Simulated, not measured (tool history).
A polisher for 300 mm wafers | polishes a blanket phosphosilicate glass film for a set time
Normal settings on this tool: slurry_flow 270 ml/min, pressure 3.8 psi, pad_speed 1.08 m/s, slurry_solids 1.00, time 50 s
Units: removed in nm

run,hour,slurry_flow,pressure,pad_speed,slurry_solids,time,wafers since the last listed run,wafers polished on this pad,hours since the slurry nozzle was cleaned,hours since the head pressure was calibrated,hours since the slurry blender was calibrated,hours since the conditioning disc was replaced,"incoming thickness of the incoming film, nm",removed
1,0.0,270,3.2,1.08,1.15,50,0,2492,468.4,629.6,167.4,58.7,3907.9,615.5
# hour 6.0: slurry nozzle cleaned
2,52.0,270,3.2,1.08,1.15,50,847,3340,46.0,681.6,219.4,110.7,3905.2,617.4
3,106.3,270,3.8,1.08,1.00,50,902,4242,100.3,735.9,273.7,165.0,3936.2,617.7
# hour 142.3: worn pad replaced by a new one
4,161.1,270,3.8,1.08,1.00,50,844,312,155.1,790.7,328.5,219.8,3873.3,587.6
# hour 224.5: conditioning disc replaced and pad reconditioned
5,225.0,270,3.8,1.08,1.00,50,1029,1341,219.0,854.6,392.4,0.5,4022.7,644.8
6,248.7,270,4.7,1.08,1.00,50,394,1735,242.7,878.3,416.1,24.2,3951.8,717.9
# hour 273.6: head pressure recalibrated
7,286.3,270,4.7,1.08,1.00,50,591,2327,280.3,12.7,453.7,61.8,3944.9,715.5
8,315.8,270,4.7,1.08,1.00,50,490,2817,309.8,42.2,483.2,91.3,3979.8,695.8
# hour 359.9: slurry blender recalibrated
9,367.6,270,3.8,1.08,1.00,50,827,3645,361.6,94.0,7.7,143.1,3955.9,619.1
# hour 391.7: worn pad replaced by a new one
10,416.9,270,3.8,1.08,1.00,50,753,419,410.9,143.3,57.0,192.4,3955.7,599.9
11,469.3,270,4.4,1.08,1.00,50,871,1290,463.3,195.7,109.4,244.8,3877.8,646.5
# hour 473.6: slurry nozzle cleaned
# hour 522.5: conditioning disc replaced and pad reconditioned
12,531.6,195,3.8,1.08,1.30,50,985,2276,58.0,258.0,171.7,9.1,4029.7,708.1
13,599.1,270,2.6,0.80,1.00,44,1122,3398,125.5,325.5,239.2,76.6,3968.6,396.2
14,643.7,270,3.8,0.84,1.00,65,741,4140,170.1,370.1,283.8,121.2,3912.7,712.8
# hour 661.4: worn pad replaced by a new one
15,688.5,270,4.1,0.92,0.80,43,678,450,214.9,414.9,328.6,166.0,3875.1,438.1
16,746.3,270,4.6,0.96,1.00,50,960,1411,272.7,472.7,386.4,223.8,3923.4,637.9
# hour 775.4: slurry blender recalibrated
17,784.0,270,3.8,1.08,1.00,50,593,2004,310.4,510.4,8.6,261.5,4001.3,607.7
# hour 822.9: conditioning disc replaced and pad reconditioned
18,831.5,180,3.3,1.08,1.25,50,756,2761,357.9,557.9,56.1,8.6,4007.5,632.3
19,875.1,210,3.8,1.20,1.00,50,724,3485,401.5,601.5,99.7,52.2,3885.7,630.2
# hour 945.9: worn pad replaced by a new one
20,946.4,350,3.8,1.36,0.70,50,1118,8,472.8,672.8,171.0,123.5,3938.3,533.3
21,1008.3,270,3.8,1.08,1.00,55,1029,1037,534.7,734.7,232.9,185.4,3882.9,669.0
# hour 1036.2: slurry nozzle cleaned
22,1053.8,270,3.8,1.08,1.00,50,739,1776,17.6,780.2,278.4,230.9,3924.0,601.8
23,1104.9,270,3.8,1.08,0.75,50,849,2626,68.7,831.3,329.5,282.0,3896.9,474.0
# hour 1114.2: conditioning disc replaced and pad reconditioned
24,1153.9,270,3.8,1.08,1.00,50,781,3407,117.7,880.3,378.5,39.7,3957.9,627.0
25,1205.8,215,3.8,1.08,1.00,50,862,4270,169.6,932.2,430.4,91.6,3942.3,608.4

Predict each of these 4 candidate next runs independently; none follows another, all start after run 25:
A,1206.2,270,3.8,1.20,1.00,50,6,4277,170.0,932.6,430.8,92.0,3928.8,?
B,1206.2,360,3.8,1.08,1.00,33,6,4277,170.0,932.6,430.8,92.0,3928.8,?
C,1206.2,340,4.5,1.08,1.00,50,6,4277,170.0,932.6,430.8,92.0,3928.8,?
D,1206.2,270,3.0,1.08,1.00,40,6,4277,170.0,932.6,430.8,92.0,3928.8,?

run,removed
A,652.2
B,419.6
C,701.5
D,434.4
Without the tool's hidden state the same runs would have given:
run,removed
A,665.7
B,427.7
C,716.5
D,441.9

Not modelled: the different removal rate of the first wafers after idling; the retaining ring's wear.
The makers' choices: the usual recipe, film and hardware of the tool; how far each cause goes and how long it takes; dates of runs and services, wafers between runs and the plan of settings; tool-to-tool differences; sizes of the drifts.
